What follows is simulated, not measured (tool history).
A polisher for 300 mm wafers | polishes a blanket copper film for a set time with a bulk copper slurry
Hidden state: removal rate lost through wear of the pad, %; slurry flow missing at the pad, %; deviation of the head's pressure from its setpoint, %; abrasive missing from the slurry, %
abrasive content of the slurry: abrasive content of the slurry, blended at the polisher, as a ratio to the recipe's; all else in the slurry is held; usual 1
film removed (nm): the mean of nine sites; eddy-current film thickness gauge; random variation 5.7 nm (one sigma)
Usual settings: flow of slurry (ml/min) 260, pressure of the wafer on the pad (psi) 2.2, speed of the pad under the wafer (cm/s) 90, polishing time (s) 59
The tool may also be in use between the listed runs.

run	hour	flow of slurry (ml/min)	pressure of the wafer on the pad (psi)	speed of the pad under the wafer (cm/s)	abrasive content of the slurry	polishing time (s)	wafers since the last listed run	wafers polished on this pad	hours since the slurry nozzle was cleaned	hours since the head pressure was calibrated	hours since the slurry blender was calibrated	incoming thickness of the incoming film, nm	film removed (nm)
1	0	260	2.2	90	1	59	0	130	496.1	1089.6	290.7	3093.5	382.5
2	18.3	260	2.2	90	1	59	164	294	514.4	1107.9	309	3059.6	380.6
3	45.1	260	2.2	90	1	59	240	535	541.2	1134.7	335.8	3040.3	383.2
4	63.3	260	2.2	90	1	59	163	699	559.4	1152.9	354	3092.3	372.8
5	83	260	2.2	90	1.1	59	177	876	579.1	1172.6	373.7	3017.1	384.5
# hour 105.2: slurry blender recalibrated
6	105.8	260	2.2	90	1	59	186	1063	601.9	1195.4	0.6	3054.4	386
# hour 121.8: head pressure recalibrated
7	141.1	260	2.2	90	1	59	299	1362	637.2	19.3	35.9	3097.1	374.7
# hour 175.5: worn pad replaced by a new one
8	176.7	260	2.2	90	1	59	283	11	672.8	54.9	71.5	3100.5	402.1
9	202.3	260	2.5	90	0.75	59	230	241	698.4	80.5	97.1	3071.3	386.3
10	223.8	260	2.2	90	1	59	193	434	719.9	102	118.6	3091.8	387.5
11	257.7	260	2.2	90	1	41	304	739	753.8	135.9	152.5	3026.4	260.8
# hour 267.1: slurry nozzle cleaned
12	293.1	260	2.2	90	1	59	309	1048	26	171.3	187.9	3126.3	376.3
13	313.2	260	2.2	120	0.85	59	180	1228	46.1	191.4	208	3108.5	485.8
14	334.8	260	1.9	90	1.1	76	194	1422	67.7	213	229.6	3099.2	437
15	364.7	190	2.2	90	0.75	59	268	1691	97.6	242.9	259.5	3055.5	332.5
16	389.2	260	1.5	90	1	74	220	1911	122.1	267.4	284	3092.6	368.9
# hour 398.3: worn pad replaced by a new one
17	419.8	260	1.9	90	1.2	44	239	193	152.7	298	314.6	3087.6	265.7
18	439.7	260	2.2	90	1	59	178	371	172.6	317.9	334.5	3117.6	376.8
# hour 450.6: slurry blender recalibrated
19	475.2	260	2.2	90	0.9	59	301	673	208.1	353.4	24.6	3037.6	356.4
20	487.6	260	2.2	90	1	59	111	784	220.5	365.8	37	3014.2	371.3
21	512.9	260	1.7	110	1.1	73	227	1011	245.8	391.1	62.3	3082.4	489.2
22	528.6	260	2.2	90	1	59	141	1152	261.5	406.8	78	3044.9	374.8
23	562.7	260	2.2	90	1	59	306	1459	295.6	440.9	112.1	3055.6	359.6
24	582.7	260	2	90	0.9	49	179	1639	315.6	460.9	132.1	3048.3	274.7
25	597.8	190	2.2	90	1	59	135	1774	330.7	476	147.2	3107.2	341.5
26	615.9	325	2.4	90	0.9	49	162	1937	348.8	494.1	165.3	3136.7	312.6
# hour 630.3: worn pad replaced by a new one
27	650.7	175	2.2	90	1	41	276	183	383.6	528.9	200.1	3079.9	250.8
28	669.8	260	2.2	90	1	59	171	354	402.7	548	219.2	3108.1	384.6
29	682.4	260	2.2	118	1	69	113	467	415.3	560.6	231.8	3061.7	579.9
30	695.8	260	2.2	90	1	59	120	588	428.7	574	245.2	3061.7	372.2
31	725.4	260	1.6	90	1	51	266	854	458.3	603.6	274.8	3082.5	270.8

Hidden state at the last listed run before each entry between runs and at the first one after, where it differs:
Between runs 5 and 6: slurry blender recalibrated (hour 105.2)
  removal rate lost through wear of the pad, %: 3.7 -> 4.47
  measured less the result without the state, film removed (nm): -14.8 -> -18.1
Between runs 6 and 7: head pressure recalibrated (hour 121.8)
  removal rate lost through wear of the pad, %: 4.47 -> 5.64
  measured less the result without the state, film removed (nm): -18.1 -> -22.4
Between runs 7 and 8: worn pad replaced by a new one (hour 175.5)
  removal rate lost through wear of the pad, %: 5.64 -> 0.496
  measured less the result without the state, film removed (nm): -22.4 -> -2
Between runs 11 and 12: slurry nozzle cleaned (hour 267.1)
  removal rate lost through wear of the pad, %: 3.2 -> 4.38
  measured less the result without the state, film removed (nm): -8.6 -> -17.3
Between runs 16 and 17: worn pad replaced by a new one (hour 398.3)
  removal rate lost through wear of the pad, %: 7.59 -> 2.24
  measured less the result without the state, film removed (nm): -30.4 -> -6.1
Between runs 18 and 19: slurry blender recalibrated (hour 450.6)
  removal rate lost through wear of the pad, %: 2.9 -> 4.09
  measured less the result without the state, film removed (nm): -11.2 -> -15.2
Between runs 26 and 27: worn pad replaced by a new one (hour 630.3)
  removal rate lost through wear of the pad, %: 8.79 -> 1.32
  measured less the result without the state, film removed (nm): -30.1 -> -3.3
